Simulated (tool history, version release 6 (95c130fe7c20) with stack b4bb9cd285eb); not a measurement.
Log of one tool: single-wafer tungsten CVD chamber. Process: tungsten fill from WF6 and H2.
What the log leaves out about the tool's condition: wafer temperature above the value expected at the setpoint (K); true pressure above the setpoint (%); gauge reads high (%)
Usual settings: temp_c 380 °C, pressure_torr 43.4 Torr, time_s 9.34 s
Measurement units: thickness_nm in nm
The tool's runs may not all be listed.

| run | hour | temp_c | pressure_torr | time_s | wafers since the last listed run | hours since the last thermocouple change | hours since the last manometer calibration | hours since the showerhead was replaced | hours since the gauge calibration | read-back reference wafer on the same gauge, thickness_nm | thickness_nm |
|---|---|---|---|---|---|---|---|---|---|---|---|
| 1 | 0.0 | 372 | 43.4 | 9.34 | 0 | 2274.7 | 1139.2 | 7873.7 | 83.8 | 23.590 | 15.914 |
| 2 | 17.3 | 372 | 43.4 | 9.34 | 360 | 2292.0 | 1156.5 | 7891.0 | 101.1 | 23.597 | 15.882 |
| 3 | 25.5 | 372 | 43.4 | 9.34 | 170 | 2300.2 | 1164.7 | 7899.2 | 109.3 | 23.596 | 15.832 |
| 4 | 39.1 | 380 | 43.4 | 9.34 | 283 | 2313.8 | 1178.3 | 7912.8 | 122.9 | 23.597 | 19.327 |
| 5 | 48.1 | 380 | 43.4 | 9.34 | 187 | 2322.8 | 1187.3 | 7921.8 | 131.9 | 23.586 | 19.220 |
| 6 | 55.7 | 380 | 43.4 | 9.34 | 158 | 2330.4 | 1194.9 | 7929.4 | 139.5 | 23.584 | 19.060 |
| 7 | 62.3 | 380 | 43.4 | 9.34 | 137 | 2337.0 | 1201.5 | 7936.0 | 146.1 | 23.607 | 19.134 |
| 8 | 71.2 | 380 | 43.4 | 9.34 | 185 | 2345.9 | 1210.4 | 7944.9 | 155.0 | 23.595 | 19.025 |
| 9 | 82.3 | 380 | 43.4 | 9.34 | 231 | 2357.0 | 1221.5 | 7956.0 | 166.1 | 23.608 | 19.068 |
| 10 | 89.0 | 380 | 43.4 | 10.30 | 139 | 2363.7 | 1228.2 | 7962.7 | 172.8 | 23.608 | 21.012 |
| 11 | 101.9 | 380 | 43.4 | 10.30 | 268 | 2376.6 | 1241.1 | 7975.6 | 185.7 | 23.601 | 21.051 |
| 12 | 119.1 | 380 | 43.4 | 10.30 | 358 | 2393.8 | 1258.3 | 7992.8 | 202.9 | 23.586 | 20.920 |
|  | 133.1 | thermocouple changed; heater temperature recalibrated |
| 13 | 133.6 | 380 | 43.4 | 10.08 | 135 | 0.5 | 1272.8 | 8007.3 | 217.4 | 23.616 | 23.499 |
| 14 | 164.9 | 380 | 43.4 | 10.08 | 652 | 31.8 | 1304.1 | 8038.6 | 248.7 | 23.598 | 23.602 |
| 15 | 171.8 | 380 | 43.4 | 10.08 | 143 | 38.7 | 1311.0 | 8045.5 | 255.6 | 23.593 | 23.456 |

Run 16 comes next. What will it give?
|  | 189.7 | capacitance manometer re-zeroed and calibrated |
| 16 | 190.2 | 380 | 43.4 | 9.34 | 216 | 57.1 | 0.5 | 8063.9 | 274.0 | ? | ? |

{"run 16": {"read-back reference wafer on the same gauge, thickness_nm": 23.582, "thickness_nm": 21.715}}
Were there no unlogged condition in the tool, this run, its random variation unchanged, would have produced thickness_nm 21.647 nm.

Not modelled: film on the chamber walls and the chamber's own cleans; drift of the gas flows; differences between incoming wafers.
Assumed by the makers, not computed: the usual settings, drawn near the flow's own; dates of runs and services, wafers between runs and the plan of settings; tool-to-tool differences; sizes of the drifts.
